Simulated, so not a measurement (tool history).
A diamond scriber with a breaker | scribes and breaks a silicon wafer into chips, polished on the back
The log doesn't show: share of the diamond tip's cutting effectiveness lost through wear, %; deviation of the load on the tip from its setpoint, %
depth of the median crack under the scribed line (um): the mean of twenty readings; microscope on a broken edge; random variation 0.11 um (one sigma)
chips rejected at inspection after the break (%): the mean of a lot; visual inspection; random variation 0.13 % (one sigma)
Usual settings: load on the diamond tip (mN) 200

run,hour,load on the diamond tip (mN),wafers since the last listed run,hours since the diamond tip was replaced,hours since the load on the tip was calibrated,"incoming depth of the damage left on the back of the incoming wafer, um",depth of the median crack under the scribed line (um),chips rejected at inspection after the break (%)
1,0.0,181,0,628.7,476.2,0.05,9.65,3.51
2,14.1,181,38,642.8,490.3,0.04,9.62,3.79
3,31.1,181,46,659.8,507.3,0.04,9.40,3.87
4,47.5,200,44,676.2,523.7,0.04,9.90,2.49
5,59.3,200,32,688.0,535.5,0.02,9.92,2.85
6,67.3,200,21,696.0,543.5,0.03,9.90,2.84
7,81.0,200,37,709.7,557.2,0.03,9.83,2.43
8,98.5,200,47,727.2,574.7,0.01,9.67,2.78
9,115.3,200,45,744.0,591.5,0.05,9.76,2.43
10,126.5,200,30,755.2,602.7,0.04,9.89,2.77
11,139.6,200,35,768.3,615.8,0.04,9.74,2.86
12,190.4,200,137,819.1,666.6,0.02,9.73,3.36
13,198.2,200,21,826.9,674.4,0.03,9.93,2.91
14,204.6,213,17,833.3,680.8,0.04,10.05,2.30
15,219.9,213,41,848.6,696.1,0.05,10.00,2.25
16,236.9,200,46,865.6,713.1,0.02,9.63,3.16
17,249.4,228,33,878.1,725.6,0.05,10.10,1.99
18,267.0,228,47,895.7,743.2,0.05,10.45,1.80
19,275.0,228,21,903.7,751.2,0.02,10.16,2.08
20,287.0,200,32,915.7,763.2,0.03,9.62,3.20
21,297.0,149,27,925.7,773.2,0.04,8.80,8.19
22,306.4,200,25,935.1,782.6,0.01,9.64,3.31
23,326.6,200,54,955.3,802.8,0.01,9.47,3.30
24,339.2,225,34,967.9,815.4,0.01,10.12,2.39
25,347.7,200,23,976.4,823.9,0.03,9.68,3.66
# hour 354.9: load on the tip recalibrated
26,365.3,159,42,994.0,10.4,0.04,8.99,7.05
27,375.4,239,27,1004.1,20.5,0.04,10.08,1.92
28,384.5,172,24,1013.2,29.6,0.03,9.17,6.50
# hour 391.1: diamond tip replaced by a new one, of another model than before
29,391.7,241,14,0.6,36.8,0.02,11.02,2.52
30,398.6,156,18,7.5,43.7,0.04,9.77,3.09
31,412.1,200,36,21.0,57.2,0.03,10.27,1.98
32,419.7,220,20,28.6,64.8,0.03,10.76,1.90
33,431.3,218,31,40.2,76.4,0.04,10.55,2.10
34,437.3,217,16,46.2,82.4,0.02,10.42,1.97
35,452.8,235,42,61.7,97.9,0.03,10.85,2.18
36,465.2,234,33,74.1,110.3,0.03,10.72,2.55
37,476.7,172,31,85.6,121.8,0.02,9.88,2.60
38,487.9,167,30,96.8,133.0,0.05,9.73,2.91
39,501.8,200,37,110.7,146.9,0.05,10.16,1.96
40,516.6,221,40,125.5,161.7,0.02,10.58,2.08
41,531.5,181,40,140.4,176.6,0.02,10.22,2.70
42,548.8,200,46,157.7,193.9,0.01,10.30,2.06
43,564.4,200,42,173.3,209.5,0.04,10.47,1.98

How the hidden state differs across the entries between the runs, from the last listed run before each to the first after it:
Between runs 25 and 26: load on the tip recalibrated (hour 354.9)
  share of the diamond tip's cutting effectiveness lost through wear, %: 11.3 -> 11.5
  measured less the result without the state, depth of the median crack under the scribed line (um): -0.81 -> -0.76; chips rejected at inspection after the break (%): +1.54 -> +3.91
Between runs 28 and 29: diamond tip replaced by a new one, of another model than before (hour 391.1)
  share of the diamond tip's cutting effectiveness lost through wear, %: 11.7 -> 1.17
  measured less the result without the state, depth of the median crack under the scribed line (um): -0.80 -> -0.09; chips rejected at inspection after the break (%): +3.71 -> -0.18
